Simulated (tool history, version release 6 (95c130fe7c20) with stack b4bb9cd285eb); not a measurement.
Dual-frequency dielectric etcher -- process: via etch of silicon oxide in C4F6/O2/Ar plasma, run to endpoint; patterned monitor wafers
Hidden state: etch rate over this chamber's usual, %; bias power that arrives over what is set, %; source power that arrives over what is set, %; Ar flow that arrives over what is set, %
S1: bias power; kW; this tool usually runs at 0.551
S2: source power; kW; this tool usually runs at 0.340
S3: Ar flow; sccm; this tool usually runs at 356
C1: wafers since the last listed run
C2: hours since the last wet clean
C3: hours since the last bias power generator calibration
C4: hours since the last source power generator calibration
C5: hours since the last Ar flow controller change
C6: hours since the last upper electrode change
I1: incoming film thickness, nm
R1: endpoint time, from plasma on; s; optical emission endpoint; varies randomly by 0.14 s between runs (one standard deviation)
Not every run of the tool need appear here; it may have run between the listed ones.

run     day     S1     S2   S3    C1     C2      C3      C4      C5      C6     I1    R1
  1   0.000  0.551  0.380  356     0  412.0  1148.1  3550.3  5229.5  2867.0  184.9  45.3
  2   1.117  0.551  0.380  356   336  438.8  1174.9  3577.1  5256.3  2893.8  186.1  45.7
  3   3.621  0.551  0.340  356   753  498.9  1235.0  3637.2  5316.4  2953.9  186.0  47.4
      5.483  -- wet clean of the chamber
  4   5.754  0.551  0.340  356   341    6.5  1286.2  3688.4  5367.6  3005.1  184.2  45.8
  5   7.262  0.551  0.340  356   454   42.7  1322.4  3724.6  5403.8  3041.3  185.3  46.3
  6   9.575  0.460  0.340  388   696   98.2  1377.9  3780.1  5459.3  3096.8  184.2  50.4
  7  12.242  0.649  0.340  356   802  162.2  1441.9  3844.1  5523.3  3160.8  185.6  43.5
  8  14.175  0.640  0.340  356   582  208.6  1488.3  3890.5  5569.7  3207.2  184.6  43.4
  9  15.862  0.551  0.340  356   508  249.1  1528.8  3931.0  5610.2  3247.7  186.3  47.1
 10  17.771  0.551  0.340  356   574  294.9  1574.6  3976.8  5656.0  3293.5  184.3  46.6
     18.958  -- upper electrode replaced
     19.842  -- source power generator calibrated
 11  20.438  0.551  0.340  356   451  358.9  1638.6    14.3  5720.0    35.5  185.2  46.9
 12  26.100  0.551  0.280  356  1704  494.8  1774.5   150.2  5855.9   171.4  185.1  49.9
     27.854  -- wet clean of the chamber
 13  27.875  0.551  0.280  356   233    0.5  1817.1   192.8  5898.5   214.0  183.5  48.5
 14  28.942  0.551  0.340  439   321   26.1  1842.7   218.4  5924.1   239.6  183.4  47.4
     29.992  -- bias power generator calibrated
 15  31.108  0.489  0.360  356   602   78.1    26.8   270.4  5976.1   291.6  185.2  47.0
 16  32.417  0.551  0.270  305   393  109.5    58.2   301.8  6007.5   323.0  186.9  48.2
     33.533  -- Ar flow controller replaced
 17  33.783  0.551  0.340  356   336  142.3    91.0   334.6     6.0   355.8  185.3  45.9
 18  36.508  0.659  0.400  306   820  207.7   156.4   400.0    71.4   421.2  183.9  38.7
 19  37.929  0.551  0.340  356   427  241.8   190.5   434.1   105.5   455.3  186.5  46.4
 20  38.946  0.551  0.340  356   306  266.2   214.9   458.5   129.9   479.7  186.4  46.2
 21  41.758  0.657  0.300  333   846  333.7   282.4   526.0   197.4   547.2  183.2  43.7
 22  44.642  0.551  0.340  333   868  402.9   351.6   595.2   266.6   616.4  182.9  45.1
 23  46.000  0.551  0.340  356   408  435.5   384.2   627.8   299.2   649.0  184.0  46.2
 24  47.192  0.551  0.290  356   358  464.1   412.8   656.4   327.8   677.6  185.3  49.3
     49.583  -- wet clean of the chamber
 25  49.604  0.609  0.300  424   425    0.5   470.7   714.3   385.7   735.5  184.4  46.5
 26  50.367  0.551  0.340  356   229   18.8   489.0   732.6   404.0   753.8  184.8  45.6
 27  53.350  0.442  0.290  309   898   90.4   560.6   804.2   475.6   825.4  186.2  51.9
 28  54.808  0.551  0.260  326   439  125.4   595.6   839.2   510.6   860.4  184.3  49.2

Results per run with the tool's hidden condition removed, run-to-run variation unchanged:
run    R1
  1  43.6
  2  43.9
  3  45.4
  4  45.1
  5  45.4
  6  49.3
  7  42.4
  8  42.2
  9  45.7
 10  45.1
 11  45.3
 12  47.9
 13  47.6
 14  46.5
 15  47.0
 16  48.0
 17  45.6
 18  38.3
 19  45.7
 20  45.4
 21  42.8
 22  44.0
 23  44.9
 24  47.9
 25  46.1
 26  45.1
 27  51.1
 28  48.3
